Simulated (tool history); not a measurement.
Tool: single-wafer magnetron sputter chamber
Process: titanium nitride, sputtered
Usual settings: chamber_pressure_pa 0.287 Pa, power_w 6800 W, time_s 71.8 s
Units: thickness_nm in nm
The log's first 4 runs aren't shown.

| run | hour | chamber_pressure_pa | power_w | time_s | wafers since the last listed run | wafers on the sputter target | hours since the last manometer calibration | hours since the magnet pack was replaced | hours since the gauge calibration | read-back reference wafer on the same gauge, thickness_nm | thickness_nm |
|---|---|---|---|---|---|---|---|---|---|---|---|
|  | 40.8 | capacitance manometer re-zeroed and calibrated |
| 5 | 41.3 | 0.287 | 6800 | 81.4 | 57 | 3370 | 0.5 | 10259.8 | 405.6 | 92.008 | 104.542 |
| 6 | 54.2 | 0.287 | 6800 | 81.4 | 239 | 3610 | 13.4 | 10272.7 | 418.5 | 91.982 | 104.742 |
| 7 | 65.3 | 0.287 | 6800 | 71.8 | 205 | 3815 | 24.5 | 10283.8 | 429.6 | 91.960 | 92.285 |
| 8 | 71.6 | 0.287 | 6800 | 71.8 | 116 | 3932 | 30.8 | 10290.1 | 435.9 | 91.945 | 92.276 |
|  | 85.3 | sputter target and shields replaced |
| 9 | 85.8 | 0.287 | 6800 | 71.8 | 114 | 8 | 45.0 | 10304.3 | 450.1 | 92.024 | 92.783 |
| 10 | 94.8 | 0.287 | 6800 | 71.8 | 166 | 175 | 54.0 | 10313.3 | 459.1 | 91.981 | 93.011 |
| 11 | 104.2 | 0.287 | 6800 | 71.8 | 174 | 349 | 63.4 | 10322.7 | 468.5 | 92.015 | 93.079 |
| 12 | 115.8 | 0.287 | 6800 | 71.8 | 215 | 564 | 75.0 | 10334.3 | 480.1 | 91.978 | 92.868 |
| 13 | 130.6 | 0.287 | 6800 | 71.8 | 274 | 839 | 89.8 | 10349.1 | 494.9 | 91.975 | 93.087 |
| 14 | 137.5 | 0.287 | 6800 | 71.8 | 127 | 967 | 96.7 | 10356.0 | 501.8 | 92.021 | 92.715 |
| 15 | 147.0 | 0.287 | 6800 | 71.8 | 176 | 1143 | 106.2 | 10365.5 | 511.3 | 92.060 | 92.799 |
| 16 | 161.8 | 0.287 | 6800 | 71.8 | 274 | 1417 | 121.0 | 10380.3 | 526.1 | 92.017 | 92.970 |
| 17 | 175.9 | 0.287 | 6800 | 71.8 | 261 | 1679 | 135.1 | 10394.4 | 540.2 | 92.028 | 92.607 |
| 18 | 190.7 | 0.287 | 6800 | 71.8 | 274 | 1953 | 149.9 | 10409.2 | 555.0 | 91.976 | 92.397 |
| 19 | 199.9 | 0.287 | 6800 | 58.0 | 170 | 2124 | 159.1 | 10418.4 | 564.2 | 92.051 | 74.752 |
| 20 | 209.1 | 0.237 | 8350 | 59.3 | 170 | 2294 | 168.3 | 10427.6 | 573.4 | 92.047 | 95.221 |
| 21 | 221.6 | 0.233 | 6800 | 71.8 | 231 | 2526 | 180.8 | 10440.1 | 585.9 | 92.005 | 95.748 |
|  | 233.9 | gauge calibrated |
|  | 274.6 | magnet pack replaced |
| 22 | 275.1 | 0.287 | 6000 | 61.8 | 843 | 3370 | 234.3 | 0.5 | 41.2 | 92.033 | 70.713 |
| 23 | 280.9 | 0.196 | 6800 | 71.8 | 107 | 3477 | 240.1 | 6.3 | 47.0 | 91.965 | 96.914 |
| 24 | 289.4 | 0.195 | 8250 | 71.8 | 157 | 3635 | 248.6 | 14.8 | 55.5 | 91.919 | 116.181 |
| 25 | 299.2 | 0.287 | 6800 | 71.8 | 181 | 3817 | 258.4 | 24.6 | 65.3 | 92.074 | 91.576 |
| 26 | 307.0 | 0.287 | 6800 | 71.8 | 144 | 3961 | 266.2 | 32.4 | 73.1 | 91.940 | 91.544 |
| 27 | 318.8 | 0.225 | 7550 | 71.8 | 218 | 4180 | 278.0 | 44.2 | 84.9 | 91.965 | 104.410 |
| 28 | 330.1 | 0.200 | 7550 | 79.6 | 209 | 4390 | 289.3 | 55.5 | 96.2 | 91.950 | 117.844 |
|  | 354.6 | sputter target and shields replaced |
| 29 | 355.1 | 0.365 | 7400 | 67.1 | 315 | 9 | 314.3 | 80.5 | 121.2 | 91.967 | 88.736 |

The next listed run, before its measurement:
| 30 | 366.7 | 0.184 | 6800 | 58.8 | 215 | 224 | 325.9 | 92.1 | 132.8 | ? | ? |

Run 30 gave read-back reference wafer on the same gauge, thickness_nm 91.954, thickness_nm 81.122 nm.
Without the tool's hidden state the same run would have given thickness_nm 81.265 nm.
